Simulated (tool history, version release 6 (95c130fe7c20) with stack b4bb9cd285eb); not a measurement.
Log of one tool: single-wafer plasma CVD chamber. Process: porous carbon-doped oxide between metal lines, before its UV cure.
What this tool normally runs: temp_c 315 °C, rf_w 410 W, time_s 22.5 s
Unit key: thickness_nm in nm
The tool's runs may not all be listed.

run	hour	temp_c	rf_w	time_s	wafers since the last listed run	hours since the last thermocouple change	hours since the last RF generator calibration	hours since the showerhead was replaced	hours since the gauge calibration	read-back reference wafer on the same gauge, thickness_nm	thickness_nm
1	0	315	410	22.5	0	2564.5	1041.1	4943.2	126.6	122.122	103.709
2	30.7	315	410	22.5	648	2595.2	1071.8	4973.9	157.3	122.058	103.601
3	65.6	315	410	22.5	736	2630.1	1106.7	5008.8	192.2	121.982	103.184
4	100.5	309	410	22.5	736	2665	1141.6	5043.7	227.1	122.082	105.95
5	180.7	309	410	22.5	1693	2745.2	1221.8	5123.9	307.3	121.882	107.156
6	213.6	315	410	22.5	694	2778.1	1254.7	5156.8	340.2	121.985	102.411
7	236.9	304	450	22.5	491	2801.4	1278	5180.1	363.5	121.991	120.643
8	261.9	304	450	22.5	527	2826.4	1303	5205.1	388.5	121.898	120.883
9	280.4	304	450	22.5	390	2844.9	1321.5	5223.6	407	121.984	120.32
# hour 305.1: thermocouple changed; heater temperature recalibrated
10	305.6	315	410	25.4	363	0.5	1346.7	5248.8	432.2	121.926	116.362
# hour 340.8: showerhead replaced
11	341.3	315	410	22.5	584	36.2	1382.4	0.5	467.9	121.929	103.706
12	363.3	315	410	22.5	464	58.2	1404.4	22.5	489.9	122.029	103.333
13	449.7	315	410	22.5	1824	144.6	1490.8	108.9	576.3	122.018	101.775
14	467.9	315	410	22.5	384	162.8	1509	127.1	594.5	122.039	102.487
15	483.7	315	410	22.5	333	178.6	1524.8	142.9	610.3	121.972	103.236
16	514.4	327	445	20.7	648	209.3	1555.5	173.6	641	122.012	96.202
# hour 522.5: RF generator calibrated
17	528.4	304	450	22.5	126	223.3	5.9	187.6	655	121.99	120.509
18	558.1	315	470	26.6	627	253	35.6	217.3	684.7	122.129	136.015
19	570.9	319	410	24.3	270	265.8	48.4	230.1	697.5	121.961	108.352
20	585.6	315	410	22.5	310	280.5	63.1	244.8	712.2	122.004	102.451
21	620.3	315	410	22.5	732	315.2	97.8	279.5	746.9	122.086	102.48
# hour 623.7: gauge calibrated
22	655.6	322	345	18.5	745	350.5	133.1	314.8	31.9	121.893	68.446
23	727.7	315	450	22.5	1522	422.6	205.2	386.9	104	122.006	113.088
24	741	307	430	24.3	280	435.9	218.5	400.2	117.3	121.922	120.938
25	771.5	315	410	22.5	643	466.4	249	430.7	147.8	121.998	103.222
26	796	321	410	22.5	517	490.9	273.5	455.2	172.3	122.003	99.304
27	826	325	485	19.4	633	520.9	303.5	485.2	202.3	121.895	97.432
28	856.2	315	410	22.5	637	551.1	333.7	515.4	232.5	121.951	102.962
29	879.2	315	410	22.5	485	574.1	356.7	538.4	255.5	122.044	103.061
30	909.3	315	360	24.4	635	604.2	386.8	568.5	285.6	122.017	97.77
31	941.7	329	380	19.3	684	636.6	419.2	600.9	318	121.982	75.796

What if the next run were any one of these 3? Each begins from the tool's condition after run 31:
A	942.1	315	410	22.5	8	637	419.6	601.3	318.4	?	?
B	942.1	315	380	18.2	8	637	419.6	601.3	318.4	?	?
C	942.1	330	435	24.3	8	637	419.6	601.3	318.4	?	?

run	read-back reference wafer on the same gauge, thickness_nm	thickness_nm
A	122.107	102.563
B	122.107	77.516
C	122.107	107.5
Had the tool no hidden state, the same runs would have come out as:
run	thickness_nm
A	102.563
B	77.516
C	107.5

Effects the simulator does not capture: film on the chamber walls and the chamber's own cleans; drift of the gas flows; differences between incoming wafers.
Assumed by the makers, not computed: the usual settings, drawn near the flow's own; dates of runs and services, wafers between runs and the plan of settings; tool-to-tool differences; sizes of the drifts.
